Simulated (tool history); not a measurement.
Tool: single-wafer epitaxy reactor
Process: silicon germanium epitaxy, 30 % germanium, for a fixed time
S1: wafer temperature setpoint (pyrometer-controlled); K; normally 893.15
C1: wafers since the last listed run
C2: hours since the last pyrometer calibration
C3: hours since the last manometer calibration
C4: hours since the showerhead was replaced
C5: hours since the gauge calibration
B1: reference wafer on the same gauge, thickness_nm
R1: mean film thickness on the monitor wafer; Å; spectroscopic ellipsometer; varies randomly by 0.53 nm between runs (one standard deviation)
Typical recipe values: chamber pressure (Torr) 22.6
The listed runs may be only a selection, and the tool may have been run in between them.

{"run": 1, "hour": 0.0, "S1": 897.15, "chamber pressure (Torr)": 22.6, "C1": 0, "C2": 1182.6, "C3": 1643.5, "C4": 1736.2, "C5": 378.2, "B1": 109.951, "R1": 1017.07}
{"run": 2, "hour": 74.9, "S1": 897.15, "chamber pressure (Torr)": 22.6, "C1": 1352, "C2": 1257.5, "C3": 1718.4, "C4": 1811.1, "C5": 453.1, "B1": 110.188, "R1": 1024.65}
{"run": 3, "hour": 127.3, "S1": 897.15, "chamber pressure (Torr)": 22.6, "C1": 946, "C2": 1309.9, "C3": 1770.8, "C4": 1863.5, "C5": 505.5, "B1": 110.367, "R1": 1019.88}
{"run": 4, "hour": 182.2, "S1": 893.15, "chamber pressure (Torr)": 24, "C1": 991, "C2": 1364.8, "C3": 1825.7, "C4": 1918.4, "C5": 560.4, "B1": 110.481, "R1": 985.21}
{"run": 5, "hour": 488.4, "S1": 893.15, "chamber pressure (Torr)": 22.6, "C1": 5530, "C2": 1671, "C3": 2131.9, "C4": 2224.6, "C5": 866.6, "B1": 111.749, "R1": 977.6}
{"run": 6, "hour": 591.7, "S1": 893.15, "chamber pressure (Torr)": 18.5, "C1": 1865, "C2": 1774.3, "C3": 2235.2, "C4": 2327.9, "C5": 969.9, "B1": 112.015, "R1": 900.76}
{"hour": 635.9, "done": "capacitance manometer re-zeroed and calibrated"}
{"run": 7, "hour": 673.9, "S1": 893.15, "chamber pressure (Torr)": 22.6, "C1": 1340, "C2": 1856.5, "C3": 38, "C4": 2410.1, "C5": 1052.1, "B1": 112.509, "R1": 970.46}
{"hour": 707.0, "done": "pyrometer calibrated"}
{"run": 8, "hour": 728.7, "S1": 893.15, "chamber pressure (Torr)": 22.6, "C1": 845, "C2": 21.7, "C3": 92.8, "C4": 2464.9, "C5": 1106.9, "B1": 112.932, "R1": 987.85}
{"run": 9, "hour": 776.5, "S1": 889.15, "chamber pressure (Torr)": 22.6, "C1": 863, "C2": 69.5, "C3": 140.6, "C4": 2512.7, "C5": 1154.7, "B1": 112.957, "R1": 930.78}
{"run": 10, "hour": 869.9, "S1": 893.15, "chamber pressure (Torr)": 22.6, "C1": 1687, "C2": 162.9, "C3": 234, "C4": 2606.1, "C5": 1248.1, "B1": 113.538, "R1": 1006.8}
{"run": 11, "hour": 938.6, "S1": 893.15, "chamber pressure (Torr)": 22.6, "C1": 1240, "C2": 231.6, "C3": 302.7, "C4": 2674.8, "C5": 1316.8, "B1": 113.906, "R1": 999.79}
{"run": 12, "hour": 979.6, "S1": 887.15, "chamber pressure (Torr)": 19.1, "C1": 740, "C2": 272.6, "C3": 343.7, "C4": 2715.8, "C5": 1357.8, "B1": 114.307, "R1": 850.38}
{"run": 13, "hour": 1046.8, "S1": 893.15, "chamber pressure (Torr)": 22.6, "C1": 1213, "C2": 339.8, "C3": 410.9, "C4": 2783, "C5": 1425, "B1": 114.641, "R1": 1001.24}
{"hour": 1084.9, "done": "showerhead replaced"}
{"hour": 1104.0, "done": "gauge calibrated"}
{"run": 14, "hour": 1152.0, "S1": 905.15, "chamber pressure (Torr)": 18.6, "C1": 1755, "C2": 445, "C3": 516.1, "C4": 67.1, "C5": 48, "B1": 109.18, "R1": 1045.12}
{"run": 15, "hour": 1189.8, "S1": 882.15, "chamber pressure (Torr)": 25.3, "C1": 682, "C2": 482.8, "C3": 553.9, "C4": 104.9, "C5": 85.8, "B1": 108.939, "R1": 850.02}
{"run": 16, "hour": 1253.2, "S1": 893.15, "chamber pressure (Torr)": 22.6, "C1": 1145, "C2": 546.2, "C3": 617.3, "C4": 168.3, "C5": 149.2, "B1": 109.149, "R1": 947.71}
{"run": 17, "hour": 1291.3, "S1": 899.15, "chamber pressure (Torr)": 19.7, "C1": 688, "C2": 584.3, "C3": 655.4, "C4": 206.4, "C5": 187.3, "B1": 109.073, "R1": 983.63}
{"run": 18, "hour": 1368.8, "S1": 883.15, "chamber pressure (Torr)": 25.5, "C1": 1399, "C2": 661.8, "C3": 732.9, "C4": 283.9, "C5": 264.8, "B1": 109.39, "R1": 859.17}
{"run": 19, "hour": 1452.6, "S1": 893.15, "chamber pressure (Torr)": 22.6, "C1": 1513, "C2": 745.6, "C3": 816.7, "C4": 367.7, "C5": 348.6, "B1": 109.209, "R1": 954.92}
{"run": 20, "hour": 1518.3, "S1": 899.15, "chamber pressure (Torr)": 27, "C1": 1186, "C2": 811.3, "C3": 882.4, "C4": 433.4, "C5": 414.3, "B1": 109.475, "R1": 1129.26}
{"run": 21, "hour": 1559.0, "S1": 885.15, "chamber pressure (Torr)": 28, "C1": 735, "C2": 852, "C3": 923.1, "C4": 474.1, "C5": 455, "B1": 109.748, "R1": 925.91}
{"run": 22, "hour": 1626.2, "S1": 893.15, "chamber pressure (Torr)": 24.5, "C1": 1213, "C2": 919.2, "C3": 990.3, "C4": 541.3, "C5": 522.2, "B1": 109.849, "R1": 999.29}
{"run": 23, "hour": 1698.2, "S1": 893.15, "chamber pressure (Torr)": 17.9, "C1": 1300, "C2": 991.2, "C3": 1062.3, "C4": 613.3, "C5": 594.2, "B1": 109.881, "R1": 870.45}

What if the next run were any one of these 5? Each begins from the tool's condition after run 23:
{"run": "A", "hour": 1698.6, "S1": 893.15, "chamber pressure (Torr)": 27.5, "C1": 7, "C2": 991.6, "C3": 1062.7, "C4": 613.7, "C5": 594.6, "B1": "?", "R1": "?"}
{"run": "B", "hour": 1698.6, "S1": 886.15, "chamber pressure (Torr)": 19.6, "C1": 7, "C2": 991.6, "C3": 1062.7, "C4": 613.7, "C5": 594.6, "B1": "?", "R1": "?"}
{"run": "C", "hour": 1698.6, "S1": 893.15, "chamber pressure (Torr)": 17.8, "C1": 7, "C2": 991.6, "C3": 1062.7, "C4": 613.7, "C5": 594.6, "B1": "?", "R1": "?"}
{"run": "D", "hour": 1698.6, "S1": 880.15, "chamber pressure (Torr)": 20.9, "C1": 7, "C2": 991.6, "C3": 1062.7, "C4": 613.7, "C5": 594.6, "B1": "?", "R1": "?"}
{"run": "E", "hour": 1698.6, "S1": 899.15, "chamber pressure (Torr)": 20, "C1": 7, "C2": 991.6, "C3": 1062.7, "C4": 613.7, "C5": 594.6, "B1": "?", "R1": "?"}

run=A B1=109.669 R1=1041.05
run=B B1=109.669 R1=814.83
run=C B1=109.669 R1=873.31
run=D B1=109.669 R1=761.22
run=E B1=109.669 R1=1003.31
Stripped of hidden state, with their random variation kept, the same runs would have yielded:
run=A R1=1033.59
run=B R1=809
run=C R1=867.05
run=D R1=755.77
run=E R1=996.13

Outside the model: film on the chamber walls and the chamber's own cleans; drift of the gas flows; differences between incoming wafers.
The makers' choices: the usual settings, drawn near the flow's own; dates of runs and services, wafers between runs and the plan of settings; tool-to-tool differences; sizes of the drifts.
